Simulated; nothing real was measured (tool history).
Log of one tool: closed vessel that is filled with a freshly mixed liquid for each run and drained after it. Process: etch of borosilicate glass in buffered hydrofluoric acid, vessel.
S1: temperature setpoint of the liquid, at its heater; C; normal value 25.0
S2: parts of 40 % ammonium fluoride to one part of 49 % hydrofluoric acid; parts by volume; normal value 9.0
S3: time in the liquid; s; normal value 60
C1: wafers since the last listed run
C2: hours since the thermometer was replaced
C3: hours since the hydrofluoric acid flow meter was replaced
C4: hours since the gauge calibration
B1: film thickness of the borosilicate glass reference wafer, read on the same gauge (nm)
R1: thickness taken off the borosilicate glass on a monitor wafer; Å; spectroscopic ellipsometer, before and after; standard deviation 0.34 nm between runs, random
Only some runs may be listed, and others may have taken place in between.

run 1 hour=0.0 | S1=25.0 S2=9.0 S3=60 | C1=0 C2=2414.1 C3=243.2 C4=428.8 | B1=113.10 | R1=899.0
run 2 hour=35.3 | S1=25.0 S2=9.0 S3=60 | C1=3011 C2=2449.4 C3=278.5 C4=464.1 | B1=113.23 | R1=899.5
run 3 hour=64.2 | S1=25.0 S2=9.0 S3=60 | C1=2465 C2=2478.3 C3=307.4 C4=493.0 | B1=113.31 | R1=904.7
run 4 hour=90.0 | S1=25.0 S2=9.0 S3=60 | C1=2200 C2=2504.1 C3=333.2 C4=518.8 | B1=113.36 | R1=909.2
run 5 hour=114.1 | S1=21.0 S2=9.0 S3=45 | C1=2055 C2=2528.2 C3=357.3 C4=542.9 | B1=113.40 | R1=546.6
run 6 hour=129.9 | S1=25.0 S2=9.0 S3=70 | C1=1347 C2=2544.0 C3=373.1 C4=558.7 | B1=113.42 | R1=1054.2
run 7 hour=147.6 | S1=25.0 S2=9.0 S3=70 | C1=1509 C2=2561.7 C3=390.8 C4=576.4 | B1=113.45 | R1=1058.5
run 8 hour=171.7 | S1=25.0 S2=9.0 S3=60 | C1=2055 C2=2585.8 C3=414.9 C4=600.5 | B1=113.52 | R1=899.5
run 9 hour=198.8 | S1=25.0 S2=9.0 S3=60 | C1=2311 C2=2612.9 C3=442.0 C4=627.6 | B1=113.56 | R1=913.1
run 10 hour=217.6 | S1=25.0 S2=9.0 S3=60 | C1=1603 C2=2631.7 C3=460.8 C4=646.4 | B1=113.59 | R1=903.7
run 11 hour=247.8 | S1=23.5 S2=9.0 S3=60 | C1=2576 C2=2661.9 C3=491.0 C4=676.6 | B1=113.66 | R1=837.7
run 12 hour=268.0 | S1=23.5 S2=9.0 S3=60 | C1=1723 C2=2682.1 C3=511.2 C4=696.8 | B1=113.73 | R1=838.5
run 13 hour=284.9 | S1=25.0 S2=10.0 S3=50 | C1=1441 C2=2699.0 C3=528.1 C4=713.7 | B1=113.72 | R1=709.7
run 14 hour=307.3 | S1=29.5 S2=5.5 S3=60 | C1=1910 C2=2721.4 C3=550.5 C4=736.1 | B1=113.74 | R1=1882.0
-- hour=320.6 hydrofluoric acid flow meter replaced
run 15 hour=321.8 | S1=28.0 S2=6.5 S3=45 | C1=1151 C2=2735.9 C3=1.2 C4=750.6 | B1=113.76 | R1=1118.8
-- hour=323.8 thermometer replaced
run 16 hour=334.4 | S1=25.0 S2=9.0 S3=40 | C1=989 C2=10.6 C3=13.8 C4=763.2 | B1=113.76 | R1=605.8
run 17 hour=367.6 | S1=25.0 S2=10.0 S3=60 | C1=2832 C2=43.8 C3=47.0 C4=796.4 | B1=113.83 | R1=848.2
run 18 hour=393.7 | S1=30.0 S2=9.0 S3=60 | C1=2226 C2=69.9 C3=73.1 C4=822.5 | B1=113.86 | R1=1179.6
run 19 hour=407.9 | S1=25.0 S2=9.0 S3=60 | C1=1211 C2=84.1 C3=87.3 C4=836.7 | B1=113.87 | R1=909.9
-- hour=412.0 gauge calibrated
run 20 hour=425.2 | S1=25.0 S2=11.5 S3=35 | C1=1475 C2=101.4 C3=104.6 C4=13.2 | B1=110.15 | R1=419.2
run 21 hour=450.9 | S1=21.0 S2=9.0 S3=45 | C1=2192 C2=127.1 C3=130.3 C4=38.9 | B1=110.47 | R1=534.4
run 22 hour=476.2 | S1=25.0 S2=9.0 S3=60 | C1=2158 C2=152.4 C3=155.6 C4=64.2 | B1=110.82 | R1=884.4
run 23 hour=502.9 | S1=21.0 S2=12.0 S3=70 | C1=2277 C2=179.1 C3=182.3 C4=90.9 | B1=111.01 | R1=649.6
run 24 hour=515.3 | S1=25.0 S2=9.0 S3=60 | C1=1057 C2=191.5 C3=194.7 C4=103.3 | B1=111.18 | R1=885.7
run 25 hour=533.3 | S1=25.0 S2=10.0 S3=30 | C1=1535 C2=209.5 C3=212.7 C4=121.3 | B1=111.33 | R1=415.1
run 26 hour=546.8 | S1=27.5 S2=11.5 S3=40 | C1=1151 C2=223.0 C3=226.2 C4=134.8 | B1=111.46 | R1=548.9
run 27 hour=611.3 | S1=30.0 S2=12.5 S3=85 | C1=5501 C2=287.5 C3=290.7 C4=199.3 | B1=111.94 | R1=1234.8
run 28 hour=625.3 | S1=22.5 S2=9.0 S3=30 | C1=1194 C2=301.5 C3=304.7 C4=213.3 | B1=112.06 | R1=393.4
run 29 hour=648.7 | S1=25.0 S2=5.5 S3=60 | C1=1996 C2=324.9 C3=328.1 C4=236.7 | B1=112.17 | R1=1468.1
run 30 hour=678.9 | S1=25.0 S2=9.0 S3=60 | C1=2576 C2=355.1 C3=358.3 C4=266.9 | B1=112.38 | R1=898.1
run 31 hour=733.1 | S1=25.0 S2=9.0 S3=60 | C1=4623 C2=409.3 C3=412.5 C4=321.1 | B1=112.70 | R1=897.0
run 32 hour=754.5 | S1=25.0 S2=9.0 S3=60 | C1=1825 C2=430.7 C3=433.9 C4=342.5 | B1=112.75 | R1=905.5
run 33 hour=768.3 | S1=25.0 S2=6.0 S3=60 | C1=1177 C2=444.5 C3=447.7 C4=356.3 | B1=112.81 | R1=1360.2

What if the next run were any one of these 4? Each begins from the tool's condition after run 33:
run A hour=769.0 | S1=25.0 S2=9.0 S3=75 | C1=59 C2=445.2 C3=448.4 C4=357.0 | B1=? | R1=?
run B hour=769.0 | S1=23.0 S2=6.0 S3=85 | C1=59 C2=445.2 C3=448.4 C4=357.0 | B1=? | R1=?
run C hour=769.0 | S1=25.0 S2=9.0 S3=45 | C1=59 C2=445.2 C3=448.4 C4=357.0 | B1=? | R1=?
run D hour=769.0 | S1=22.0 S2=8.0 S3=45 | C1=59 C2=445.2 C3=448.4 C4=357.0 | B1=? | R1=?

run=A B1=112.82 R1=1127.8
run=B B1=112.82 R1=1741.0
run=C B1=112.82 R1=676.7
run=D B1=112.82 R1=656.3
With no hidden state in the tool, these same runs would have given:
run=A R1=1099.5
run=B R1=1697.3
run=C R1=659.7
run=D R1=639.8

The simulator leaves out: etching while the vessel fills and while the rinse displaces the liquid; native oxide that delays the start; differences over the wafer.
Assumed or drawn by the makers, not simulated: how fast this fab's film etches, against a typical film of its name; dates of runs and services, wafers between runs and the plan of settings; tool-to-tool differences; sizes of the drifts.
